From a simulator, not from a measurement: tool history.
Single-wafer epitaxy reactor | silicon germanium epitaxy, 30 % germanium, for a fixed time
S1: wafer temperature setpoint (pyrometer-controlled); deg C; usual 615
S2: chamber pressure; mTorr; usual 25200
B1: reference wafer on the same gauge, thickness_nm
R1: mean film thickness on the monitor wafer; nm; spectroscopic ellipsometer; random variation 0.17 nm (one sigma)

Run 1, hour 0: usual settings; B1 78.929. Result: R1 82.138 nm.
Run 2, hour 32.2: usual settings but S1 611 deg C; B1 79.039. Result: R1 77.264 nm.
Run 3, hour 63.8: usual settings but S1 611 deg C; B1 79.056. Result: R1 77.477 nm.
Run 4, hour 91.8: usual settings but S1 611 deg C; B1 78.998. Result: R1 77.471 nm.
Run 5, hour 111.3: usual settings but S1 621 deg C; B1 79.014. Result: R1 90.238 nm.
Run 6, hour 134.4: usual settings but S2 20800 mTorr; B1 78.96. Result: R1 74.247 nm.
Run 7, hour 153.6: usual settings; B1 78.993. Result: R1 82.932 nm.
Run 8, hour 182: usual settings; B1 78.959. Result: R1 82.892 nm.
Run 9, hour 196.9: usual settings but S1 624 deg C; B1 79.021. Result: R1 95.243 nm.
Run 10, hour 213.9: usual settings but S1 624 deg C; B1 79.018. Result: R1 95.398 nm.
Run 11, hour 235.3: usual settings but S2 20900 mTorr; B1 78.971. Result: R1 75.004 nm.
At hour 262.6: gauge calibrated.
Run 12, hour 267.8: usual settings but S2 20900 mTorr; B1 79.034. Result: R1 75.133 nm.
Run 13, hour 301.6: usual settings but S1 612 deg C, S2 23800 mTorr; B1 78.986. Result: R1 77.566 nm.
Run 14, hour 318.4: usual settings but S1 612 deg C, S2 23800 mTorr; B1 79.013. Result: R1 77.674 nm.
Run 15, hour 345.9: usual settings but S1 606 deg C, S2 28600 mTorr; B1 79.016. Result: R1 77.95 nm.
Run 16, hour 358.6: usual settings but S1 601 deg C, S2 23200 mTorr; B1 78.979. Result: R1 64.79 nm.
At hour 368.8: capacitance manometer re-zeroed and calibrated.
Run 17, hour 383.4: usual settings; B1 78.983. Result: R1 87.214 nm.
Run 18, hour 409.9: usual settings but S1 624 deg C; B1 79.025. Result: R1 100.032 nm.
Run 19, hour 432.2: usual settings; B1 78.947. Result: R1 87.246 nm.
At hour 451.4: pyrometer calibrated.
Run 20, hour 467.8: usual settings but S1 627 deg C, S2 30000 mTorr; B1 78.996. Result: R1 108.316 nm.
At hour 493.6: showerhead replaced.
Run 21, hour 496.2: usual settings but S1 627 deg C; B1 79.018. Result: R1 98.936 nm.
Run 22, hour 519.1: usual settings; B1 79.033. Result: R1 82.259 nm.
Run 23, hour 548.7: usual settings but S1 624 deg C, S2 28400 mTorr; B1 78.98. Result: R1 100.093 nm.
Run 24, hour 572: usual settings; B1 78.998. Result: R1 81.986 nm.
Run 25, hour 590.6: usual settings but S1 606 deg C, S2 30200 mTorr; B1 78.978. Result: R1 78.316 nm.
Run 26, hour 613: usual settings but S2 20000 mTorr; B1 79.037. Result: R1 72.2 nm.
Run 27, hour 632.3: usual settings but S1 624 deg C, S2 19700 mTorr; B1 79.017. Result: R1 82.335 nm.
Run 28, hour 655.2: usual settings but S2 22200 mTorr; B1 78.979. Result: R1 76.764 nm.

3 ways to go on from here, each from the tool as it stands after run 28. What would each give?
Run A, hour 655.6: usual settings; B1 ?. Result: R1 ?.
Run B, hour 655.6: usual settings but S1 622 deg C, S2 20500 mTorr; B1 ?. Result: R1 ?.
Run C, hour 655.6: usual settings but S2 27700 mTorr; B1 ?. Result: R1 ?.

run      B1      R1
  A  79.034  81.803
  B  79.034  81.482
  C  79.034  85.894
Without the tool's hidden state the same runs would have given:
run      R1
  A  82.413
  B  82.098
  C  86.533
